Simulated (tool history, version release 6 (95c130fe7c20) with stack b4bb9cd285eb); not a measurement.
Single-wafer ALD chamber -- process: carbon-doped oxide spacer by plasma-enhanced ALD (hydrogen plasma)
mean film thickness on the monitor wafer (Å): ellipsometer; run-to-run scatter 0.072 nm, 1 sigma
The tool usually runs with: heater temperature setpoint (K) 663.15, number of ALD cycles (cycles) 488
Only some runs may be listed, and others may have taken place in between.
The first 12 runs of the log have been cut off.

run	day	heater temperature setpoint (K)	number of ALD cycles (cycles)	wafers since the last listed run	hours since the last thermocouple change	hours since the gauge calibration	read-back reference wafer on the same gauge, thickness_nm	mean film thickness on the monitor wafer (Å)
13	26.929	663.15	415	18	1207.9	1092.1	21.008	205.54
14	28.475	663.15	415	17	1245	1129.2	20.991	205.27
# day 29.425: gauge calibrated
15	31.192	658.15	488	30	1310.2	42.4	20.998	242.15
16	33.012	658.15	488	20	1353.9	86.1	20.994	242.29
17	34.392	658.15	488	15	1387	119.2	21.002	243.78
18	37.104	669.15	538	30	1452.1	184.3	20.988	269.43
19	38.604	669.15	488	16	1488.1	220.3	21.015	244.39
20	39.767	669.15	458	13	1516	248.2	20.999	228.02
21	42.475	663.15	488	30	1581	313.2	20.997	241.89
22	44.533	663.15	488	23	1630.4	362.6	20.992	243.64
23	46.438	654.15	543	21	1676.1	408.3	21.007	270.28
24	47.908	663.15	575	16	1711.4	443.6	20.996	286.48
25	49.029	663.15	488	12	1738.3	470.5	21.006	243.93
# day 49.458: thermocouple changed; heater temperature recalibrated
26	50.879	663.15	488	17	34.1	514.9	21.002	242.39
27	55.938	675.15	425	57	155.5	636.3	20.987	208.11
28	58.746	668.15	548	31	222.9	703.7	21.014	271.3
29	60.617	654.15	521	21	267.8	748.6	20.994	257.99
30	62.983	658.15	446	26	324.6	805.4	20.997	221.78
31	65.417	663.15	488	27	383	863.8	20.981	242.88
32	66.429	678.15	524	11	407.3	888.1	21.018	254.75
33	69.371	651.15	404	33	477.9	958.7	20.997	200.52
# day 73.438: gauge calibrated
34	74.167	663.15	564	54	593	17.5	21.005	280.71
35	75.671	663.15	402	16	629.1	53.6	21.004	199.84

Forecast each of these 5 alternatives for the next run:
A	75.717	663.15	462	0	630.2	54.7	?	?
B	75.717	653.15	555	0	630.2	54.7	?	?
C	75.717	676.15	564	0	630.2	54.7	?	?
D	75.717	671.15	405	0	630.2	54.7	?	?
E	75.717	659.15	433	0	630.2	54.7	?	?

run	read-back reference wafer on the same gauge, thickness_nm	mean film thickness on the monitor wafer (Å)
A	20.983	229.32
B	20.983	275.48
C	20.983	275.9
D	20.983	201.03
E	20.983	214.93
What these runs would have given with no unlogged condition in the tool:
run	mean film thickness on the monitor wafer (Å)
A	229.32
B	275.48
C	275.9
D	201.03
E	214.93

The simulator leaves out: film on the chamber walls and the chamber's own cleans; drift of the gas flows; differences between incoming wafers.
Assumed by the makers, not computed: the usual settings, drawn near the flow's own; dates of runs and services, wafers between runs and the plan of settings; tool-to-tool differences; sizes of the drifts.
